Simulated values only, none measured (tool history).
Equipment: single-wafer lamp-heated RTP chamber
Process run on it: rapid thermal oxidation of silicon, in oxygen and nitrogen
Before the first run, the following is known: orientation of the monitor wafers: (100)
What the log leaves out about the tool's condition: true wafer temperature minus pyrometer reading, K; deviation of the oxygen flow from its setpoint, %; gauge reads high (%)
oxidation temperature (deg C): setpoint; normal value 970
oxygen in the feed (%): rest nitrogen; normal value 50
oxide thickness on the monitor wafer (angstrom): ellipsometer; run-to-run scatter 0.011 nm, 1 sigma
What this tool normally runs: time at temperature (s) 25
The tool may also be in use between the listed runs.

| run | hour | oxidation temperature (deg C) | time at temperature (s) | oxygen in the feed (%) | wafers since the last listed run | wafers since the last pyrometer calibration | hours since the oxygen flow controller was replaced | hours since the gauge calibration | read-back reference wafer on the same gauge, thickness | oxide thickness on the monitor wafer (angstrom) |
|---|---|---|---|---|---|---|---|---|---|---|
| 1 | 0 | 970 | 25 | 50 | 0 | 2954 | 4762.3 | 776.9 | 2.947 | 28.11 |
|  | 20.8 | pyrometer window cleaned and pyrometer calibrated |
| 2 | 27.8 | 970 | 25 | 50 | 184 | 65 | 4790.1 | 804.7 | 2.948 | 28.04 |
| 3 | 58.5 | 970 | 25 | 50 | 286 | 351 | 4820.8 | 835.4 | 2.95 | 28.17 |
| 4 | 83.4 | 970 | 25 | 50 | 232 | 584 | 4845.7 | 860.3 | 2.949 | 28.18 |
| 5 | 112.3 | 970 | 25 | 50 | 269 | 853 | 4874.6 | 889.2 | 2.949 | 28.19 |
| 6 | 132.2 | 970 | 25 | 50 | 185 | 1039 | 4894.5 | 909.1 | 2.952 | 28.27 |
| 7 | 160.4 | 987 | 25 | 50 | 263 | 1302 | 4922.7 | 937.3 | 2.95 | 30.72 |
| 8 | 172.9 | 987 | 25 | 50 | 116 | 1418 | 4935.2 | 949.8 | 2.951 | 30.71 |
| 9 | 200.6 | 987 | 25 | 50 | 258 | 1677 | 4962.9 | 977.5 | 2.952 | 30.78 |
| 10 | 234.8 | 970 | 29 | 70 | 318 | 1996 | 4997.1 | 1011.7 | 2.948 | 31.81 |
| 11 | 258.5 | 970 | 29 | 70 | 221 | 2217 | 5020.8 | 1035.4 | 2.952 | 31.8 |
| 12 | 272.9 | 970 | 29 | 70 | 134 | 2351 | 5035.2 | 1049.8 | 2.95 | 32.04 |
| 13 | 295.9 | 970 | 25 | 50 | 214 | 2565 | 5058.2 | 1072.8 | 2.95 | 28.19 |
|  | 326.3 | oxygen flow controller replaced |
| 14 | 377.9 | 993 | 25 | 50 | 690 | 3256 | 51.6 | 1154.8 | 2.95 | 31.64 |
|  | 406.9 | pyrometer window cleaned and pyrometer calibrated |
| 15 | 464.8 | 970 | 25 | 50 | 735 | 540 | 138.5 | 1241.7 | 2.949 | 28.22 |
| 16 | 478.4 | 970 | 25 | 50 | 126 | 667 | 152.1 | 1255.3 | 2.948 | 28.39 |
| 17 | 508.8 | 947 | 28 | 65 | 283 | 950 | 182.5 | 1285.7 | 2.95 | 27.81 |
| 18 | 604.2 | 999 | 25 | 50 | 889 | 1840 | 277.9 | 1381.1 | 2.949 | 32.8 |
| 19 | 675.7 | 997 | 34 | 50 | 666 | 2507 | 349.4 | 1452.6 | 2.95 | 36.16 |
| 20 | 709.6 | 970 | 37 | 59 | 316 | 2823 | 383.3 | 1486.5 | 2.95 | 33.36 |
| 21 | 743.3 | 970 | 25 | 50 | 314 | 3137 | 417 | 1520.2 | 2.949 | 28.24 |
|  | 749.1 | gauge calibrated |
|  | 768 | pyrometer window cleaned and pyrometer calibrated |
| 22 | 768.5 | 982 | 17 | 78 | 160 | 4 | 442.2 | 19.4 | 2.95 | 29.43 |
| 23 | 780.4 | 985 | 22 | 29 | 110 | 115 | 454.1 | 31.3 | 2.951 | 26.3 |
| 24 | 835.9 | 951 | 25 | 50 | 517 | 632 | 509.6 | 86.8 | 2.952 | 25.9 |
| 25 | 851.9 | 994 | 25 | 50 | 149 | 782 | 525.6 | 102.8 | 2.95 | 32.02 |
| 26 | 885.8 | 987 | 21 | 25 | 316 | 1098 | 559.5 | 136.7 | 2.951 | 25.34 |
| 27 | 903.9 | 970 | 28 | 50 | 168 | 1267 | 577.6 | 154.8 | 2.949 | 29.13 |
| 28 | 937 | 951 | 31 | 26 | 308 | 1575 | 610.7 | 187.9 | 2.949 | 25.1 |
| 29 | 958 | 947 | 25 | 50 | 195 | 1771 | 631.7 | 208.9 | 2.951 | 25.58 |
| 30 | 972.9 | 970 | 25 | 50 | 138 | 1910 | 646.6 | 223.8 | 2.95 | 28.09 |
| 31 | 992.4 | 970 | 25 | 36 | 181 | 2092 | 666.1 | 243.3 | 2.951 | 26.54 |
| 32 | 1019.9 | 997 | 34 | 50 | 256 | 2348 | 693.6 | 270.8 | 2.951 | 36.24 |
| 33 | 1040.1 | 970 | 25 | 71 | 188 | 2537 | 713.8 | 291 | 2.949 | 30.68 |
| 34 | 1058.2 | 988 | 25 | 74 | 168 | 2706 | 731.9 | 309.1 | 2.951 | 34.3 |
| 35 | 1084.6 | 993 | 29 | 32 | 246 | 2952 | 758.3 | 335.5 | 2.952 | 29.95 |
|  | 1107.8 | pyrometer window cleaned and pyrometer calibrated |
| 36 | 1108.3 | 978 | 19 | 24 | 146 | 4 | 782 | 359.2 | 2.95 | 24.14 |
| 37 | 1123.1 | 951 | 18 | 36 | 138 | 142 | 796.8 | 374 | 2.951 | 23.21 |
| 38 | 1148 | 947 | 30 | 28 | 232 | 374 | 821.7 | 398.9 | 2.949 | 24.6 |

What was the tool's hidden state at every run in the log?
true wafer temperature minus pyrometer reading, K: 0 across all the runs
deviation of the oxygen flow from its setpoint, %: 0 across all the runs
gauge reads high (%): 0 across all the runs
